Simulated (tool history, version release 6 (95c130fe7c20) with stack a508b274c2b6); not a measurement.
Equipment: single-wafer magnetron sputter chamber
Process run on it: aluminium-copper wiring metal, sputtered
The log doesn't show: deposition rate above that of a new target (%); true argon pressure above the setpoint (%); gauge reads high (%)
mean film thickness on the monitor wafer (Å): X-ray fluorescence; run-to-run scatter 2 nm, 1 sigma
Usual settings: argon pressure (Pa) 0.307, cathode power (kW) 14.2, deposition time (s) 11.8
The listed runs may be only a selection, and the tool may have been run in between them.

run   hour  argon pressure (Pa)  cathode power (kW)  deposition time (s)  wafers since the last listed run  wafers on the sputter target  hours since the last manometer calibration  hours since the magnet pack was replaced  hours since the gauge calibration  read-back reference wafer on the same gauge, thickness_nm  mean film thickness on the monitor wafer (Å)
  1      0                0.307                14.2                 11.8                                 0                           553                                      2403.7                                    5007.3                              173.9                                                    343.722                                       3411.64
  2   21.3                0.307                14.2                 11.8                               476                          1030                                        2425                                    5028.6                              195.2                                                    342.374                                       3380.54
  3   50.5                0.307                11.5                 11.8                               653                          1683                                      2454.2                                    5057.8                              224.4                                                    343.395                                       3074.17
  4     70                0.307                11.5                 11.8                               436                          2119                                      2473.7                                    5077.3                              243.9                                                    342.943                                       3024.11
  5     85                0.307                11.5                 11.8                               335                          2455                                      2488.7                                    5092.3                              258.9                                                     342.78                                       3046.57
  6  101.4                0.307                14.2                 11.8                               366                          2822                                      2505.1                                    5108.7                              275.3                                                    342.813                                        3422.8
  7  125.2                0.307                14.2                 11.8                               532                          3354                                      2528.9                                    5132.5                              299.1                                                    343.312                                       3413.91
  8  143.3                0.307                14.2                 11.8                               404                          3759                                        2547                                    5150.6                              317.2                                                    343.551                                       3415.52
     171.6  -- sputter target and shields replaced
  9  175.8                0.307                14.2                 11.8                               548                            94                                      2579.5                                    5183.1                              349.7                                                    343.094                                       3409.48
     199.1  -- capacitance manometer re-zeroed and calibrated
 10  205.2                0.307                14.2                 10.3                               478                           573                                         6.1                                    5212.5                              379.1                                                    342.456                                       2937.62
 11  232.9                0.206                14.2                 11.8                               619                          1193                                        33.8                                    5240.2                              406.8                                                    343.103                                        3687.3
 12  262.7                0.307                14.2                  9.6                               666                          1859                                        63.6                                      5270                              436.6                                                    342.858                                       2786.87
 13  281.7                0.307               12.55                 14.1                               425                          2284                                        82.6                                      5289                              455.6                                                     342.56                                       3812.08
     313.6  -- gauge calibrated
 14  316.8                0.307                17.4                   13                               785                          3070                                       117.7                                    5324.1                                3.2                                                    342.162                                       4278.57
     335.7  -- sputter target and shields replaced
 15  345.5                0.221                11.6                 10.2                               463                           219                                       146.4                                    5352.8                               31.9                                                    343.807                                       2838.57
     362.2  -- magnet pack replaced
 16  378.5                0.307                14.2                 11.8                               559                           779                                       179.4                                      16.3                               64.9                                                    342.376                                       3405.29
 17  404.2                0.307               15.65                  9.7                               574                          1354                                       205.1                                        42                               90.6                                                    343.316                                       2978.15

Run 18, settings as shown, results not yet in. Your forecast:
 18  439.7                0.344                16.2                   13                               794                          2148                                       240.6                                      77.5                              126.1                                                          ?                                             ?

Run 18 gave read-back reference wafer on the same gauge, thickness_nm 342.738, mean film thickness on the monitor wafer (Å) 3932.9.
Take away the tool's hidden state, keep the run-to-run variation as it was, and the same run would have given mean film thickness on the monitor wafer (Å) 3932.9.
